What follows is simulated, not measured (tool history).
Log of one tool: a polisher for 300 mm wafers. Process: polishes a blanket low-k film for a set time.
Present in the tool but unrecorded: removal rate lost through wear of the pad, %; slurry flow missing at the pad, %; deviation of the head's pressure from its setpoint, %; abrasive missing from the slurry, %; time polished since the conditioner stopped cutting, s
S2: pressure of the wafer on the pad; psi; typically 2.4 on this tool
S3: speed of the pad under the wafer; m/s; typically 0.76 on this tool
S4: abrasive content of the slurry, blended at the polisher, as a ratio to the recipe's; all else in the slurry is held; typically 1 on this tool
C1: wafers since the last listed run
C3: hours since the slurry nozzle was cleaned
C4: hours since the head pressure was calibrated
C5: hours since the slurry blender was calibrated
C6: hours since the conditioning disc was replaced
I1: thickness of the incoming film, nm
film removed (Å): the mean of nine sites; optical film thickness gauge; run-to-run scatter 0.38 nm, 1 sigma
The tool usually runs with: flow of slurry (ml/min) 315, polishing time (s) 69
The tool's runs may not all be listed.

{"run": 1, "hour": 0.0, "flow of slurry (ml/min)": 315, "S2": 2.4, "S3": 0.76, "S4": 1, "polishing time (s)": 69, "C1": 0, "wafers polished on this pad": 72, "C3": 108.8, "C4": 669.9, "C5": 114.4, "C6": 28.2, "I1": 424.1, "film removed (Å)": 321}
{"run": 2, "hour": 15.7, "flow of slurry (ml/min)": 255, "S2": 2.4, "S3": 0.76, "S4": 1, "polishing time (s)": 69, "C1": 83, "wafers polished on this pad": 155, "C3": 124.5, "C4": 685.6, "C5": 130.1, "C6": 43.9, "I1": 422.1, "film removed (Å)": 314}
{"run": 3, "hour": 34.7, "flow of slurry (ml/min)": 255, "S2": 2.4, "S3": 0.76, "S4": 1, "polishing time (s)": 69, "C1": 101, "wafers polished on this pad": 256, "C3": 143.5, "C4": 704.6, "C5": 149.1, "C6": 62.9, "I1": 417.8, "film removed (Å)": 305}
{"run": 4, "hour": 63.1, "flow of slurry (ml/min)": 315, "S2": 2.8, "S3": 0.76, "S4": 1, "polishing time (s)": 69, "C1": 151, "wafers polished on this pad": 408, "C3": 171.9, "C4": 733, "C5": 177.5, "C6": 91.3, "I1": 423.1, "film removed (Å)": 359}
{"run": 5, "hour": 83.0, "flow of slurry (ml/min)": 315, "S2": 2.8, "S3": 0.76, "S4": 1, "polishing time (s)": 69, "C1": 105, "wafers polished on this pad": 514, "C3": 191.8, "C4": 752.9, "C5": 197.4, "C6": 111.2, "I1": 429.5, "film removed (Å)": 365}
{"hour": 95.3, "done": "head pressure recalibrated"}
{"run": 6, "hour": 115.2, "flow of slurry (ml/min)": 315, "S2": 2.7, "S3": 0.76, "S4": 1, "polishing time (s)": 69, "C1": 160, "wafers polished on this pad": 674, "C3": 224, "C4": 19.9, "C5": 229.6, "C6": 143.4, "I1": 420, "film removed (Å)": 346}
{"hour": 142.1, "done": "conditioning disc replaced and pad reconditioned"}
{"run": 7, "hour": 149.6, "flow of slurry (ml/min)": 315, "S2": 2.4, "S3": 0.76, "S4": 1, "polishing time (s)": 69, "C1": 172, "wafers polished on this pad": 847, "C3": 258.4, "C4": 54.3, "C5": 264, "C6": 7.5, "I1": 411.8, "film removed (Å)": 326}
{"hour": 158.8, "done": "slurry blender recalibrated"}
{"hour": 160.5, "done": "worn pad replaced by a new one"}
{"run": 8, "hour": 178.8, "flow of slurry (ml/min)": 315, "S2": 2.4, "S3": 0.6, "S4": 1.25, "polishing time (s)": 69, "C1": 135, "wafers polished on this pad": 97, "C3": 287.6, "C4": 83.5, "C5": 20, "C6": 36.7, "I1": 423.8, "film removed (Å)": 318}
{"run": 9, "hour": 200.4, "flow of slurry (ml/min)": 315, "S2": 2.4, "S3": 0.76, "S4": 1, "polishing time (s)": 69, "C1": 114, "wafers polished on this pad": 212, "C3": 309.2, "C4": 105.1, "C5": 41.6, "C6": 58.3, "I1": 413.9, "film removed (Å)": 317}
{"run": 10, "hour": 221.8, "flow of slurry (ml/min)": 315, "S2": 2.4, "S3": 0.76, "S4": 1, "polishing time (s)": 69, "C1": 113, "wafers polished on this pad": 326, "C3": 330.6, "C4": 126.5, "C5": 63, "C6": 79.7, "I1": 426.5, "film removed (Å)": 313}
{"run": 11, "hour": 238.0, "flow of slurry (ml/min)": 315, "S2": 2.4, "S3": 0.56, "S4": 1, "polishing time (s)": 69, "C1": 86, "wafers polished on this pad": 412, "C3": 346.8, "C4": 142.7, "C5": 79.2, "C6": 95.9, "I1": 424.9, "film removed (Å)": 249}
{"run": 12, "hour": 255.2, "flow of slurry (ml/min)": 315, "S2": 2.4, "S3": 0.76, "S4": 0.8, "polishing time (s)": 92, "C1": 91, "wafers polished on this pad": 504, "C3": 364, "C4": 159.9, "C5": 96.4, "C6": 113.1, "I1": 423.8, "film removed (Å)": 341}
{"run": 13, "hour": 269.1, "flow of slurry (ml/min)": 420, "S2": 1.8, "S3": 0.76, "S4": 1, "polishing time (s)": 69, "C1": 73, "wafers polished on this pad": 578, "C3": 377.9, "C4": 173.8, "C5": 110.3, "C6": 127, "I1": 422.5, "film removed (Å)": 234}
{"hour": 286.5, "done": "slurry nozzle cleaned"}
{"run": 14, "hour": 294.1, "flow of slurry (ml/min)": 345, "S2": 2.1, "S3": 0.88, "S4": 1, "polishing time (s)": 91, "C1": 127, "wafers polished on this pad": 705, "C3": 7.6, "C4": 198.8, "C5": 135.3, "C6": 152, "I1": 426.2, "film removed (Å)": 391}
{"run": 15, "hour": 314.4, "flow of slurry (ml/min)": 315, "S2": 2.4, "S3": 0.86, "S4": 1.2, "polishing time (s)": 69, "C1": 108, "wafers polished on this pad": 813, "C3": 27.9, "C4": 219.1, "C5": 155.6, "C6": 172.3, "I1": 411.9, "film removed (Å)": 368}
{"run": 16, "hour": 328.9, "flow of slurry (ml/min)": 315, "S2": 2.4, "S3": 0.76, "S4": 1, "polishing time (s)": 81, "C1": 77, "wafers polished on this pad": 891, "C3": 42.4, "C4": 233.6, "C5": 170.1, "C6": 186.8, "I1": 418.9, "film removed (Å)": 357}
{"hour": 343.9, "done": "worn pad replaced by a new one"}
{"hour": 344.2, "done": "conditioning disc replaced and pad reconditioned"}
{"run": 17, "hour": 344.7, "flow of slurry (ml/min)": 315, "S2": 2.4, "S3": 0.76, "S4": 1, "polishing time (s)": 69, "C1": 60, "wafers polished on this pad": 2, "C3": 58.2, "C4": 249.4, "C5": 185.9, "C6": 0.5, "I1": 419.5, "film removed (Å)": 329}
{"run": 18, "hour": 364.3, "flow of slurry (ml/min)": 355, "S2": 1.7, "S3": 0.76, "S4": 1, "polishing time (s)": 69, "C1": 104, "wafers polished on this pad": 106, "C3": 77.8, "C4": 269, "C5": 205.5, "C6": 20.1, "I1": 421.9, "film removed (Å)": 232}
{"hour": 392.5, "done": "slurry blender recalibrated"}
{"run": 19, "hour": 416.3, "flow of slurry (ml/min)": 210, "S2": 2.4, "S3": 0.62, "S4": 1, "polishing time (s)": 69, "C1": 266, "wafers polished on this pad": 372, "C3": 129.8, "C4": 321, "C5": 23.8, "C6": 72.1, "I1": 416.9, "film removed (Å)": 256}
{"run": 20, "hour": 441.7, "flow of slurry (ml/min)": 235, "S2": 2.4, "S3": 0.84, "S4": 1, "polishing time (s)": 69, "C1": 135, "wafers polished on this pad": 508, "C3": 155.2, "C4": 346.4, "C5": 49.2, "C6": 97.5, "I1": 415.6, "film removed (Å)": 322}
{"run": 21, "hour": 460.9, "flow of slurry (ml/min)": 315, "S2": 1.7, "S3": 0.52, "S4": 1.15, "polishing time (s)": 69, "C1": 102, "wafers polished on this pad": 610, "C3": 174.4, "C4": 365.6, "C5": 68.4, "C6": 116.7, "I1": 419.7, "film removed (Å)": 184}
{"run": 22, "hour": 480.8, "flow of slurry (ml/min)": 315, "S2": 2.4, "S3": 0.76, "S4": 0.8, "polishing time (s)": 92, "C1": 105, "wafers polished on this pad": 716, "C3": 194.3, "C4": 385.5, "C5": 88.3, "C6": 136.6, "I1": 412.3, "film removed (Å)": 342}
{"run": 23, "hour": 498.0, "flow of slurry (ml/min)": 315, "S2": 2.4, "S3": 0.76, "S4": 0.9, "polishing time (s)": 82, "C1": 91, "wafers polished on this pad": 807, "C3": 211.5, "C4": 402.7, "C5": 105.5, "C6": 153.8, "I1": 417.9, "film removed (Å)": 339}
{"run": 24, "hour": 525.1, "flow of slurry (ml/min)": 280, "S2": 2.4, "S3": 0.92, "S4": 1, "polishing time (s)": 69, "C1": 144, "wafers polished on this pad": 952, "C3": 238.6, "C4": 429.8, "C5": 132.6, "C6": 180.9, "I1": 416.4, "film removed (Å)": 332}
{"hour": 534.0, "done": "worn pad replaced by a new one"}
{"hour": 557.2, "done": "conditioning disc replaced and pad reconditioned"}
{"run": 25, "hour": 557.7, "flow of slurry (ml/min)": 315, "S2": 1.8, "S3": 0.9, "S4": 0.75, "polishing time (s)": 69, "C1": 141, "wafers polished on this pad": 115, "C3": 271.2, "C4": 462.4, "C5": 165.2, "C6": 0.5, "I1": 421.5, "film removed (Å)": 222}
{"run": 26, "hour": 573.1, "flow of slurry (ml/min)": 405, "S2": 2.9, "S3": 1, "S4": 1, "polishing time (s)": 69, "C1": 81, "wafers polished on this pad": 197, "C3": 286.6, "C4": 477.8, "C5": 180.6, "C6": 15.9, "I1": 412.4, "film removed (Å)": 478}
{"run": 27, "hour": 585.2, "flow of slurry (ml/min)": 390, "S2": 2.4, "S3": 0.9, "S4": 1, "polishing time (s)": 69, "C1": 64, "wafers polished on this pad": 261, "C3": 298.7, "C4": 489.9, "C5": 192.7, "C6": 28, "I1": 426.5, "film removed (Å)": 370}

For each run, the measured value with the value that run would have given without the tool's hidden condition subtracted. The run-to-run variation is shared by both, the gauge scatter possibly not:
run=1 film_removed_(Å)=-5
run=2 film_removed_(Å)=-7
run=3 film_removed_(Å)=-10
run=4 film_removed_(Å)=-19
run=5 film_removed_(Å)=-23
run=6 film_removed_(Å)=-27
run=7 film_removed_(Å)=-2
run=8 film_removed_(Å)=-6
run=9 film_removed_(Å)=-10
run=10 film_removed_(Å)=-13
run=11 film_removed_(Å)=-10
run=12 film_removed_(Å)=-20
run=13 film_removed_(Å)=-12
run=14 film_removed_(Å)=-30
run=15 film_removed_(Å)=-34
run=16 film_removed_(Å)=-33
run=17 film_removed_(Å)=-2
run=18 film_removed_(Å)=-2
run=19 film_removed_(Å)=-9
run=20 film_removed_(Å)=-19
run=21 film_removed_(Å)=-7
run=22 film_removed_(Å)=-25
run=23 film_removed_(Å)=-27
run=24 film_removed_(Å)=-36
run=25 film_removed_(Å)=-1
run=26 film_removed_(Å)=-8
run=27 film_removed_(Å)=-7
